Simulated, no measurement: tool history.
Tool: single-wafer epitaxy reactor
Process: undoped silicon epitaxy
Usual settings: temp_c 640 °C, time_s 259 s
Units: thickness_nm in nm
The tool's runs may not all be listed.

run,day,temp_c,time_s,wafers since the last listed run,hours since the last pyrometer calibration,hours since the gauge calibration,"read-back reference wafer on the same gauge, thickness_nm",thickness_nm
1,0.000,640,259,0,1103.8,54.1,40.083,34.395
2,4.058,640,259,698,1201.2,151.5,40.057,34.157
3,8.521,640,259,767,1308.3,258.6,40.099,34.026
4,10.808,640,259,393,1363.2,313.5,40.096,34.050
# day 11.258: pyrometer calibrated
5,13.479,640,259,402,53.3,377.6,40.091,35.010
6,15.533,640,259,353,102.6,426.9,40.085,34.756
7,17.779,640,259,386,156.5,480.8,40.081,35.018
8,19.925,640,259,369,208.0,532.3,40.099,35.090
9,22.479,629,288,439,269.3,593.6,40.112,31.236
10,25.775,629,288,566,348.4,672.7,40.064,31.469
11,30.175,640,259,756,454.0,778.3,40.086,34.865
12,34.650,640,259,769,561.4,885.7,40.105,34.785
13,37.179,633,259,435,622.1,946.4,40.103,30.286
14,39.346,640,259,372,674.1,998.4,40.057,34.868
15,43.588,640,259,729,775.9,1100.2,40.089,34.654
16,46.367,640,259,478,842.6,1166.9,40.119,34.613
17,50.283,640,259,673,936.6,1260.9,40.070,34.503
18,51.846,631,259,268,974.1,1298.4,40.099,28.642
19,54.762,631,259,501,1044.1,1368.4,40.100,28.787
20,56.442,625,212,288,1084.4,1408.7,40.114,20.848
21,58.000,628,297,268,1121.8,1446.1,40.092,31.056
22,60.546,631,276,437,1182.9,1507.2,40.110,30.628
# day 62.292: pyrometer calibrated
23,64.333,640,259,594,49.0,1598.1,40.123,35.143
24,68.392,632,221,698,146.4,1695.5,40.098,25.481
25,72.838,649,240,764,253.1,1802.2,40.093,38.821
26,74.621,640,259,306,295.9,1845.0,40.089,35.145
27,78.721,640,259,705,394.3,1943.4,40.096,34.867
28,82.633,626,234,672,488.2,2037.3,40.113,23.870
# day 83.292: gauge calibrated
29,86.958,645,308,743,592.0,88.0,40.099,45.709
30,94.608,652,223,1315,775.6,271.6,40.100,37.822
31,98.192,640,238,616,861.6,357.6,40.112,31.877
32,100.067,652,259,322,906.6,402.6,40.110,43.746
33,102.462,640,259,412,964.1,460.1,40.105,34.775
34,105.921,646,244,594,1047.1,543.1,40.057,36.504
35,110.200,631,259,736,1149.8,645.8,40.079,28.785
36,113.729,635,231,607,1234.5,730.5,40.101,27.815
37,117.538,634,259,655,1325.9,821.9,40.097,30.465
38,120.050,640,308,432,1386.2,882.2,40.089,40.313

Hidden state or all else? Some run-to-run changes of thickness_nm, split into what the settings, what came in and random variation would give without the hidden state, and what is left for the hidden state (with any gauge scatter that isn't in both results):
The hidden state here: wafer temperature above the value expected at the setpoint (K); gauge reads high (%).
Run 4 -> 5: pyrometer calibrated. thickness_nm +0.960 nm: hidden state +0.973, all else -0.013.
Run 22 -> 23: temp_c 631 -> 640, time_s 276 -> 259, pyrometer calibrated. thickness_nm +4.515 nm: hidden state +0.752, all else +3.763.
Run 24 -> 25: temp_c 632 -> 649, time_s 221 -> 240. thickness_nm +13.340 nm: hidden state +0.027, all else +13.313.
Run 28 -> 29: temp_c 626 -> 645, time_s 234 -> 308, gauge calibrated. thickness_nm +21.839 nm: hidden state -0.056, all else +21.895.
Run 31 -> 32: temp_c 640 -> 652, time_s 238 -> 259. thickness_nm +11.869 nm: hidden state -0.121, all else +11.990.
Run 37 -> 38: temp_c 634 -> 640, time_s 259 -> 308. thickness_nm +9.848 nm: hidden state -0.303, all else +10.151.
